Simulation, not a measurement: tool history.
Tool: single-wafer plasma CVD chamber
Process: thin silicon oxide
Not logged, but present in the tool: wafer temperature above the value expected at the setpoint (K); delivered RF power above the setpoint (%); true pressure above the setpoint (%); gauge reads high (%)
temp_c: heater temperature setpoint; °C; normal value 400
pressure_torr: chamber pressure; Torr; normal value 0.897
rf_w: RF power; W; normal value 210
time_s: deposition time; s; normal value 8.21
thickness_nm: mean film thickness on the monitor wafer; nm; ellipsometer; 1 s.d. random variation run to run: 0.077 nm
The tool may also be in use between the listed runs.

run	hour	temp_c	pressure_torr	rf_w	time_s	wafers since the last listed run	hours since the last thermocouple change	hours since the last RF generator calibration	hours since the last manometer calibration	hours since the showerhead was replaced	hours since the gauge calibration	read-back reference wafer on the same gauge, thickness_nm	thickness_nm
1	0	400	0.897	210	8.21	0	2661	2196.8	1401.9	3211.8	136.3	16.597	14.788
# hour 39.7: thermocouple changed; heater temperature recalibrated
# hour 51.2: capacitance manometer re-zeroed and calibrated
2	51.5	400	0.957	210	8.21	744	11.8	2248.3	0.3	3263.3	187.8	16.607	16.886
3	63.2	407	0.897	210	7.82	245	23.5	2260	12	3275	199.5	16.589	15.052
4	79	407	0.897	210	7.82	331	39.3	2275.8	27.8	3290.8	215.3	16.605	14.856
# hour 91.5: showerhead replaced
5	92	400	0.897	210	8.21	104	52.3	2288.8	40.8	0.5	228.3	16.58	15.821
6	104.6	400	0.897	210	8.21	264	64.9	2301.4	53.4	13.1	240.9	16.613	15.764
7	116	400	0.897	210	7.55	238	76.3	2312.8	64.8	24.5	252.3	16.605	14.451
8	126.5	400	0.897	210	7.55	220	86.8	2323.3	75.3	35	262.8	16.6	14.459
9	136	387	0.774	210	9.25	199	96.3	2332.8	84.8	44.5	272.3	16.599	15.25
10	148.3	400	0.897	210	8.21	257	108.6	2345.1	97.1	56.8	284.6	16.602	15.667
11	161.8	414	1.112	200	8.21	282	122.1	2358.6	110.6	70.3	298.1	16.599	18.444
12	179.3	393	1.091	180	9.78	366	139.6	2376.1	128.1	87.8	315.6	16.592	21.365
13	193.2	400	0.897	210	8.21	291	153.5	2390	142	101.7	329.5	16.591	15.669
14	202.9	412	0.897	170	6.63	203	163.2	2399.7	151.7	111.4	339.2	16.613	12.082
# hour 212.5: gauge calibrated
# hour 215.7: RF generator calibrated
15	218.3	395	1.047	190	8.21	155	178.6	2.6	167.1	126.8	5.8	16.609	17.491
16	230.7	400	0.897	210	8.21	259	191	15	179.5	139.2	18.2	16.607	15.805
17	238.4	413	0.753	210	7.07	161	198.7	22.7	187.2	146.9	25.9	16.619	11.167
18	252.3	400	0.897	210	8.21	291	212.6	36.6	201.1	160.8	39.8	16.604	15.8
19	266.1	412	0.897	235	9.15	289	226.4	50.4	214.9	174.6	53.6	16.596	17.982
20	278.4	394	0.897	210	9.15	257	238.7	62.7	227.2	186.9	65.9	16.607	17.504
21	295.2	400	0.965	180	8.21	352	255.5	79.5	244	203.7	82.7	16.61	16.292
22	302.4	400	0.897	210	8.21	150	262.7	86.7	251.2	210.9	89.9	16.578	15.682
23	312.2	400	0.897	210	8.21	205	272.5	96.5	261	220.7	99.7	16.614	15.733
24	319.4	400	0.897	210	8.21	150	279.7	103.7	268.2	227.9	106.9	16.591	15.68
25	327.7	412	1.07	195	7.36	173	288	112	276.5	236.2	115.2	16.605	15.927
26	339.8	413	0.897	210	9.05	253	300.1	124.1	288.6	248.3	127.3	16.607	17.116
27	346.9	400	0.743	210	7.33	148	307.2	131.2	295.7	255.4	134.4	16.586	11.469
28	363.5	412	1.07	195	7.36	347	323.8	147.8	312.3	272	151	16.592	15.882

Consider 5 possible next runs. They are alternatives, not a sequence: every one starts from the tool as it was left by run 28. What does each give?
A	363.9	412	0.897	210	8.21	8	324.2	148.2	312.7	272.4	151.4	?	?
B	363.9	386	0.756	210	7.23	8	324.2	148.2	312.7	272.4	151.4	?	?
C	363.9	406	1	195	8.21	8	324.2	148.2	312.7	272.4	151.4	?	?
D	363.9	390	0.998	210	9.26	8	324.2	148.2	312.7	272.4	151.4	?	?
E	363.9	400	0.897	195	7.6	8	324.2	148.2	312.7	272.4	151.4	?	?

run	read-back reference wafer on the same gauge, thickness_nm	thickness_nm
A	16.588	15.701
B	16.588	11.695
C	16.588	17.078
D	16.588	19.764
E	16.588	14.372
Had the tool no hidden state, the same runs would have come out as:
run	thickness_nm
A	15.844
B	11.825
C	17.2
D	19.906
E	14.503
